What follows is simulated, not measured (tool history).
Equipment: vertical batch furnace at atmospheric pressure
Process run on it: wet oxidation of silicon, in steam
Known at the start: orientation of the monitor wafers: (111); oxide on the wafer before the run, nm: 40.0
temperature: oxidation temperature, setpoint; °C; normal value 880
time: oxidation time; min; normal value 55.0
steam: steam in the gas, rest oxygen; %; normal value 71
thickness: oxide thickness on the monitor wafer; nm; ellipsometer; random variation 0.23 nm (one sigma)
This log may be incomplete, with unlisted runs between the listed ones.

run,hour,temperature,time,steam,wafers since the last listed run,hours since the last temperature calibration,hours since the steam generator was serviced,hours since the gauge calibration,"read-back reference wafer on the same gauge, thickness",thickness
1,0.0,880,55.0,80,0,3034.5,1281.9,51.2,151.99,161.56
2,13.1,880,55.0,71,264,3047.6,1295.0,64.3,152.00,149.45
3,26.0,880,55.0,71,260,3060.5,1307.9,77.2,151.88,149.37
4,33.0,880,55.0,71,141,3067.5,1314.9,84.2,152.02,149.31
5,45.1,889,42.0,71,244,3079.6,1327.0,96.3,152.06,137.32
# hour 48.5: gauge calibrated
# hour 75.0: thermocouples replaced and temperature profile calibrated
# hour 93.8: steam generator serviced
6,94.3,889,42.0,71,129,19.3,0.5,45.8,152.06,133.49
7,98.7,889,42.0,71,88,23.7,4.9,50.2,151.88,133.41
8,103.1,880,40.0,71,88,28.1,9.3,54.6,151.97,118.41
9,108.9,905,55.0,71,117,33.9,15.1,60.4,151.92,185.72
# hour 138.2: steam generator serviced, repeated, since the last time left the tool worse
10,138.7,874,73.0,66,117,63.7,0.5,90.2,151.96,167.32
11,143.0,889,42.0,71,86,68.0,4.8,94.5,152.10,142.56
12,147.4,892,41.5,80,88,72.4,9.2,98.9,151.87,157.25
13,153.0,860,79.0,65,113,78.0,14.8,104.5,151.92,149.47
# hour 153.9: gauge calibrated
14,167.3,863,78.5,71,289,92.3,29.1,13.4,152.02,163.40
15,184.2,880,55.0,80,341,109.2,46.0,30.3,151.93,167.22
16,193.6,880,36.0,71,190,118.6,55.4,39.7,152.07,117.97
17,207.9,880,81.5,71,289,132.9,69.7,54.0,151.96,201.52

A few steps of thickness between consecutive runs. Split each: what settings, incoming material and random variation would produce without the hidden state, and what is left over for the hidden state, along with gauge scatter present in only one of the two compared results (measured, and without hidden state):
Hidden state at play: true tube temperature minus thermocouple reading, K; steam share off its setpoint, % of the setpoint; gauge reads high (%).
Run 9 -> 10: temperature 905 -> 874, time 55.0 -> 73.0, steam 71 -> 66, steam generator serviced, repeated, since the last time left the tool worse. thickness -18.40 nm: hidden state +13.65, all else -32.05.
Run 16 -> 17: time 36.0 -> 81.5. thickness +83.55 nm: hidden state -0.70, all else +84.25.
